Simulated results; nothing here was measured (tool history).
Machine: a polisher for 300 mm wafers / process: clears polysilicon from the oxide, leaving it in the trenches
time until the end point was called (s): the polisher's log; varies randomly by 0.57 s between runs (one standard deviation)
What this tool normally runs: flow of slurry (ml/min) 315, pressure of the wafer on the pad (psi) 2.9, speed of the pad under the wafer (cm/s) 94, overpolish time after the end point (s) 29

run   hour  flow of slurry (ml/min)  pressure of the wafer on the pad (psi)  speed of the pad under the wafer (cm/s)  overpolish time after the end point (s)  wafers since the last listed run  wafers polished on this pad  hours since the slurry nozzle was cleaned  hours since the head pressure was calibrated  incoming thickness of the incoming film, nm  time until the end point was called (s)
  1    0.0                      315                                     3.6                                       94                                       29                                 0                          504                                       80.1                                         622.0                                        597.2                                     33.9
      16.9  -- worn pad replaced by a new one
  2   17.4                      285                                     2.9                                       94                                       29                                93                            3                                       97.5                                         639.4                                        581.2                                     35.9
  3   47.7                      285                                     2.9                                       94                                       29                               210                          214                                      127.8                                         669.7                                        592.8                                     39.0
  4   61.5                      285                                     2.9                                       94                                       29                                95                          310                                      141.6                                         683.5                                        592.9                                     39.0
  5   85.0                      315                                     2.9                                       70                                       29                               163                          473                                      165.1                                         707.0                                        580.8                                     45.8
      91.4  -- worn pad replaced by a new one
  6  103.0                      315                                     2.9                                       86                                       35                                97                           80                                      183.1                                         725.0                                        599.6                                     39.4
  7  116.5                      315                                     2.9                                       86                                       35                                93                          174                                      196.6                                         738.5                                        584.2                                     40.2
  8  135.8                      315                                     2.9                                       86                                       35                               134                          308                                      215.9                                         757.8                                        597.1                                     40.9
  9  157.1                      315                                     2.9                                       94                                       41                               148                          456                                      237.2                                         779.1                                        585.6                                     38.6
     178.3  -- worn pad replaced by a new one
 10  178.8                      315                                     2.9                                       94                                       29                               123                            3                                      258.9                                         800.8                                        589.5                                     36.7
 11  194.4                      285                                     2.9                                       94                                       29                               108                          112                                      274.5                                         816.4                                        577.8                                     37.4
     219.8  -- slurry nozzle cleaned
 12  223.3                      275                                     2.9                                      104                                       46                               193                          306                                        3.5                                         845.3                                        585.5                                     37.2
 13  236.1                      220                                     3.8                                       82                                       36                                88                          395                                       16.3                                         858.1                                        592.1                                     34.5
 14  252.0                      285                                     2.9                                      122                                       45                               110                          505                                       32.2                                         874.0                                        599.6                                     35.2
     269.2  -- worn pad replaced by a new one
 15  280.2                      275                                     3.8                                      126                                       23                               168                           76                                       60.4                                         902.2                                        586.0                                     24.5
     289.4  -- head pressure recalibrated
 16  309.0                      315                                     3.6                                      120                                       29                               186                          262                                       89.2                                          19.6                                        586.3                                     26.5
 17  336.7                      315                                     2.3                                      104                                       29                               192                          455                                      116.9                                          47.3                                        586.8                                     44.4
     348.6  -- worn pad replaced by a new one
 18  372.2                      315                                     3.2                                       94                                       29                               218                          163                                      152.4                                          82.8                                        587.9                                     33.5
 19  391.4                      315                                     2.9                                       94                                       20                               133                          297                                      171.6                                         102.0                                        599.2                                     38.2
 20  403.9                      315                                     2.3                                       94                                       35                                86                          384                                      184.1                                         114.5                                        588.6                                     46.9
 21  416.3                      315                                     2.9                                       94                                       29                                86                          470                                      196.5                                         126.9                                        587.4                                     38.8

Here are 4 independent what-if runs from the current tool condition. What would each one return?
  A  416.7                      315                                     2.9                                       94                                       34                                 2                          473                                      196.9                                         127.3                                        582.3                                        ?
  B  416.7                      265                                     3.7                                      114                                       18                                 2                          473                                      196.9                                         127.3                                        582.3                                        ?
  C  416.7                      315                                     2.9                                       94                                       37                                 2                          473                                      196.9                                         127.3                                        582.3                                        ?
  D  416.7                      315                                     3.7                                      122                                       44                                 2                          473                                      196.9                                         127.3                                        582.3                                        ?

run  time until the end point was called (s)
  A                                     37.9
  B                                     27.3
  C                                     37.9
  D                                     25.7
Without the tool's unlogged condition, the same runs would have read:
run  time until the end point was called (s)
  A                                     35.3
  B                                     25.4
  C                                     35.3
  D                                     23.9
